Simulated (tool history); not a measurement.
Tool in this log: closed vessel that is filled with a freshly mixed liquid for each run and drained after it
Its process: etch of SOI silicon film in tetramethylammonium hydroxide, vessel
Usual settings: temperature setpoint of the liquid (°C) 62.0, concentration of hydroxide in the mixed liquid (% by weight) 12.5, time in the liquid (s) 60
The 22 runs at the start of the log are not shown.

run	hour	temperature setpoint of the liquid (°C)	concentration of hydroxide in the mixed liquid (% by weight)	time in the liquid (s)	read-back film thickness of the SOI silicon film reference wafer, read on the same gauge (nm)	thickness taken off the SOI silicon film on a monitor wafer (nm)
23	1114.7	62.0	16.5	60	50.04	201.81
24	1182.6	64.5	14.5	30	49.97	121.47
25	1209.1	58.5	15.0	60	49.97	168.86
26	1243.5	62.0	16.0	75	50.00	255.57
27	1292.4	68.5	14.5	70	49.99	361.78
28	1334.9	62.0	12.5	60	50.01	225.44
29	1369.6	62.0	12.5	60	49.99	229.59
30	1416.7	65.0	12.5	60	50.02	270.09
31	1482.2	62.0	16.0	75	49.95	255.02
32	1527.9	62.0	12.5	60	49.98	227.80
33	1567.5	67.5	11.5	35	49.99	192.15

Alternative continuations, all from the tool just after run 33; predict every row:
A	1568.2	62.0	12.5	60	?	?
B	1568.2	62.0	9.5	60	?	?
C	1568.2	62.0	11.0	60	?	?
D	1568.2	57.5	9.5	40	?	?
E	1568.2	62.0	12.5	40	?	?

run	read-back film thickness of the SOI silicon film reference wafer, read on the same gauge (nm)	thickness taken off the SOI silicon film on a monitor wafer (nm)
A	49.97	228.62
B	49.97	254.88
C	49.97	241.75
D	49.97	128.34
E	49.97	152.41
What these runs would have given with no unlogged condition in the tool:
run	thickness taken off the SOI silicon film on a monitor wafer (nm)
A	228.50
B	253.39
C	240.30
D	127.44
E	152.33
